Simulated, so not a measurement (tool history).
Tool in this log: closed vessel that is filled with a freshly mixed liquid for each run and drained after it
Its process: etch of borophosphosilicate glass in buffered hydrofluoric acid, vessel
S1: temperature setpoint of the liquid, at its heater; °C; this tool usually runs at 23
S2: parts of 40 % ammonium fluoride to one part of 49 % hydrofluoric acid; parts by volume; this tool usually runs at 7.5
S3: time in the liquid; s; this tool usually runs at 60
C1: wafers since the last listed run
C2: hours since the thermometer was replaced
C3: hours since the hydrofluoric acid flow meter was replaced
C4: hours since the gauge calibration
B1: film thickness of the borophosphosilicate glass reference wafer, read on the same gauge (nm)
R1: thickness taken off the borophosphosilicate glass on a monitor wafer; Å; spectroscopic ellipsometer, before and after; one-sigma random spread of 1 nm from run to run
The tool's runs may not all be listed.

run   hour    S1   S2  S3     C1      C2      C3     C4      B1      R1
  1      0  24.5  7.5  60      0    1740  2430.9  605.6  139.99  1695.8
  2   19.5  24.5  7.5  60   2509  1759.5  2450.4  625.1  140.02    1687
  3   40.8    23  7.5  60   2741  1780.8  2471.7  646.4     140  1565.2
  4   57.5    23  7.5  60   2149  1797.5  2488.4  663.1  140.01  1551.9
  5   75.1    23  7.5  60   2265  1815.1    2506  680.7  140.03  1582.5
  6  100.1    23  7.5  60   3217  1840.1    2531  705.7  140.01  1551.1
  7    131    23  7.5  60   3977    1871  2561.9  736.6     140  1582.7
  8  159.5    23  7.5  60   3668  1899.5  2590.4  765.1     140  1565.7
  9  178.2    23  7.5  60   2406  1918.2  2609.1  783.8     140  1579.4
     190.8  -- gauge calibrated
 10  206.2    23  7.5  60   3603  1946.2  2637.1   15.4  139.99  1568.4
     211.5  -- hydrofluoric acid flow meter replaced
 11  228.5    23  7.5  60   2741  1968.5      17   37.7  139.99  1583.9
 12  253.9    21  7.5  70   3269  1993.9    42.4   63.1  139.98  1645.8
 13    279    23  7.5  60   3230    2019    67.5   88.2     140  1584.3
 14  308.9    23  7.5  60   3848  2048.9    97.4  118.1     140  1595.1
 15  343.2    23  7.5  30   4414  2083.2   131.7  152.4  139.98   795.5
     355.5  -- thermometer replaced
 16  357.3  20.5  8.5  90   1686     1.8   145.8  166.5  139.96  1624.1
 17  389.9    23  7.5  80   4196    34.4   178.4  199.1     140  1873.8
 18  415.4    20  7.5  30   3282    59.9   203.9  224.6  140.01   599.3
 19  429.8    20  7.5  30   1853    74.3   218.3    239  139.96   603.7
 20  463.4    23  7.5  60   4324   107.9   251.9  272.6     140  1416.8
 21  484.1    23  7.5  80   2664   128.6   272.6  293.3     140  1883.7
 22  584.8    23   10  60  12961   229.3   373.3    394  139.99    1091
 23  619.3    23    9  95   4440   263.8   407.8  428.5  139.99  1863.8

Some steps in R1, run to run, broken into two amounts with sign: the step expected even without the hidden condition (settings, incoming material, random variation), and the rest, left for the hidden condition together with whatever gauge scatter is not in both the measured and the hidden-condition-free result:
What the log doesn't record here: liquid hotter than its thermometer reads (K); hydrofluoric acid flow above the setpoint (%); gauge reads high (%).
Run 14 -> 15: S3 60 -> 30. R1 -799.6 Å: hidden state -93.3, all else -706.3.
Run 15 -> 16: S1 23 -> 20.5, S2 7.5 -> 8.5, S3 30 -> 90, thermometer replaced. R1 +828.6 Å: hidden state -79.8, all else +908.4.
Run 17 -> 18: S1 23 -> 20, S3 80 -> 30. R1 -1274.5 Å: hidden state -13.2, all else -1261.3.
